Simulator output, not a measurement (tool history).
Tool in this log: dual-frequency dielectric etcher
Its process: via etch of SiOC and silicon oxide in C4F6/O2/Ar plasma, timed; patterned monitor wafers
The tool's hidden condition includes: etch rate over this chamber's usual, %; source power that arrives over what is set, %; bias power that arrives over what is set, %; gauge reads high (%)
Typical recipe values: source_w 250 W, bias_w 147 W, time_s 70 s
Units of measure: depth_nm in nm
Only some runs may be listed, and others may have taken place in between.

run	hour	source_w	bias_w	time_s	wafers since the last listed run	hours since the last wet clean	hours since the last source power generator calibration	hours since the last bias power generator calibration	hours since the last upper electrode change	hours since the gauge calibration	read-back reference wafer on the same gauge, depth_nm	depth_nm
1	0	250	147	59.5	0	451.4	3511.8	3893.2	1810.8	1959.9	67.9	59.1
2	43.6	250	138	70	679	495	3555.4	3936.8	1854.4	2003.5	68	67
3	106.9	250	138	70	985	558.3	3618.7	4000.1	1917.7	2066.8	67.9	67.8
4	188.6	250	138	70	1272	640	3700.4	4081.8	1999.4	2148.5	67.8	67.1
# hour 206.9: bias power generator calibrated
5	284.8	250	147	70	1436	736.2	3796.6	77.9	2095.6	2244.7	67.8	68.9
6	332.3	250	147	70	739	783.7	3844.1	125.4	2143.1	2292.2	67.7	68.8
# hour 366.9: wet clean of the chamber
# hour 418.9: source power generator calibrated
7	437.5	280	136	58	1202	70.6	18.6	230.6	2248.3	2397.4	67.6	56.9
8	535.5	250	147	62.5	1526	168.6	116.6	328.6	2346.3	2495.4	67.6	61.7
9	582.2	250	120	64	727	215.3	163.3	375.3	2393	2542.1	67.5	57.4
10	634.2	250	147	70	809	267.3	215.3	427.3	2445	2594.1	67.5	68.8
11	680.1	230	147	70	714	313.2	261.2	473.2	2490.9	2640	67.4	66.8
12	770.5	250	147	70	1407	403.6	351.6	563.6	2581.3	2730.4	67.3	68.9
13	828.8	250	147	70	908	461.9	409.9	621.9	2639.6	2788.7	67.3	68.5
14	869	290	157	91	626	502.1	450.1	662.1	2679.8	2828.9	67.3	95.3
15	908.7	200	136	70	618	541.8	489.8	701.8	2719.5	2868.6	67.3	62.7
# hour 972.4: upper electrode replaced
16	972.9	210	121	70	626	606	554	766	0.5	2932.8	67.3	59.7
17	1025.3	250	147	70	816	658.4	606.4	818.4	52.9	2985.2	67.2	68.4
# hour 1135.9: gauge calibrated
# hour 1244.5: wet clean of the chamber
18	1301.2	250	147	70	3923	56.7	882.3	1094.3	328.8	165.3	68.5	69.3
19	1338.9	250	137	87	587	94.4	920	1132	366.5	203	68.5	83.6
20	1431	250	129	70	1434	186.5	1012.1	1224.1	458.6	295.1	68.5	65.7
21	1507.1	250	147	70	1185	262.6	1088.2	1300.2	534.7	371.2	68.5	69.5
22	1621.7	250	175	56	1784	377.2	1202.8	1414.8	649.3	485.8	68.6	60.4
23	1677.9	230	147	70	875	433.4	1259	1471	705.5	542	68.4	67.8
24	1782	290	157	91	1621	537.5	1363.1	1575.1	809.6	646.1	68.4	97.6
25	1920.7	230	147	59.5	2160	676.2	1501.8	1713.8	948.3	784.8	68.5	57.9
# hour 1962.9: wet clean of the chamber
26	2015	230	172	64.5	1094	52.1	1596.1	1808.1	1042.6	879.1	68.4	67.7
27	2064.5	250	130	70	770	101.6	1645.6	1857.6	1092.1	928.6	68.4	66.1
28	2168.9	290	147	83	1626	206	1750	1962	1196.5	1033	68.4	86.1
29	2479.7	270	132	51.5	4840	516.8	2060.8	2272.8	1507.3	1343.8	68.2	50.4

Each row is a separate what-if for the run after 29, all from the same tool condition, not one after another. Results?
A	2480.1	250	174	70	6	517.2	2061.2	2273.2	1507.7	1344.2	?	?
B	2480.1	230	119	91	6	517.2	2061.2	2273.2	1507.7	1344.2	?	?
C	2480.1	290	147	85.5	6	517.2	2061.2	2273.2	1507.7	1344.2	?	?
D	2480.1	280	118	77	6	517.2	2061.2	2273.2	1507.7	1344.2	?	?

run	read-back reference wafer on the same gauge, depth_nm	depth_nm
A	68.3	74.5
B	68.3	80.4
C	68.3	88.3
D	68.3	71.6
Take away the tool's hidden state, keep each run's random variation, and the runs would have read:
run	depth_nm
A	74.8
B	80.8
C	88.7
D	72
